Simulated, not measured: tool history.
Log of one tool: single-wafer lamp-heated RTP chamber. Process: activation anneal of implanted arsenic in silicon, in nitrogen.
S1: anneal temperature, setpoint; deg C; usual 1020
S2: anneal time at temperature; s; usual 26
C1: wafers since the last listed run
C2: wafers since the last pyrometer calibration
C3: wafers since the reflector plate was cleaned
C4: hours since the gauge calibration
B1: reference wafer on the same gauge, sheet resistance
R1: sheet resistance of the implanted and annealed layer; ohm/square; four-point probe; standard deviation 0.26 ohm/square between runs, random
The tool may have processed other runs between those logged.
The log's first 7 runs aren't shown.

Run 8, hour 430.1: usual settings but S2 33 s; C1 488; C2 686; C3 12420; C4 562.3; B1 133.06. Result: R1 122.59 ohm/square.
Run 9, hour 484.1: usual settings but S2 30 s; C1 625; C2 1312; C3 13045; C4 616.3; B1 132.94. Result: R1 124.96 ohm/square.
Run 10, hour 508.9: usual settings but S2 30 s; C1 287; C2 1599; C3 13332; C4 641.1; B1 132.97. Result: R1 124.79 ohm/square.
Run 11, hour 541.9: usual settings but S2 30 s; C1 382; C2 1981; C3 13715; C4 674.1; B1 133.01. Result: R1 124.68 ohm/square.
Run 12, hour 603.5: usual settings but S1 1028 deg C; C1 713; C2 2695; C3 14428; C4 735.7; B1 133.04. Result: R1 123.47 ohm/square.
Run 13, hour 644.7: usual settings but S1 1028 deg C; C1 477; C2 3172; C3 14905; C4 776.9; B1 133.01. Result: R1 124.17 ohm/square.
At hour 685.3: pyrometer window cleaned and pyrometer calibrated.
Run 14, hour 693.8: usual settings but S2 16 s; C1 476; C2 97; C3 15381; C4 826; B1 133.04. Result: R1 139.09 ohm/square.
At hour 734.8: reflector plate cleaned.
Run 15, hour 793.2: usual settings; C1 1058; C2 1156; C3 676; C4 925.4; B1 132.98. Result: R1 128.03 ohm/square.
Run 16, hour 830.9: usual settings but S1 991 deg C, S2 18 s; C1 436; C2 1593; C3 1113; C4 963.1; B1 132.98. Result: R1 156.63 ohm/square.
Run 17, hour 863.1: usual settings but S2 16 s; C1 372; C2 1966; C3 1486; C4 995.3; B1 132.95. Result: R1 139.37 ohm/square.
Run 18, hour 895.4: usual settings; C1 374; C2 2340; C3 1860; C4 1027.6; B1 132.99. Result: R1 128.23 ohm/square.
Run 19, hour 938.2: usual settings but S1 996 deg C, S2 16 s; C1 495; C2 2836; C3 2356; C4 1070.4; B1 132.99. Result: R1 156.09 ohm/square.

What does the tool deliver on the next run?
At hour 967.9: gauge calibrated.
Run 20, hour 1000: usual settings but S1 1004 deg C, S2 20 s; C1 715; C2 3551; C3 3072; C4 32.1; B1 ?. Result: R1 ?.

For run 20 the tool returned B1 133.04, R1 144.52 ohm/square.
On a tool with no hidden condition, and with the same random variation, this run would have come out at R1 144.52 ohm/square.

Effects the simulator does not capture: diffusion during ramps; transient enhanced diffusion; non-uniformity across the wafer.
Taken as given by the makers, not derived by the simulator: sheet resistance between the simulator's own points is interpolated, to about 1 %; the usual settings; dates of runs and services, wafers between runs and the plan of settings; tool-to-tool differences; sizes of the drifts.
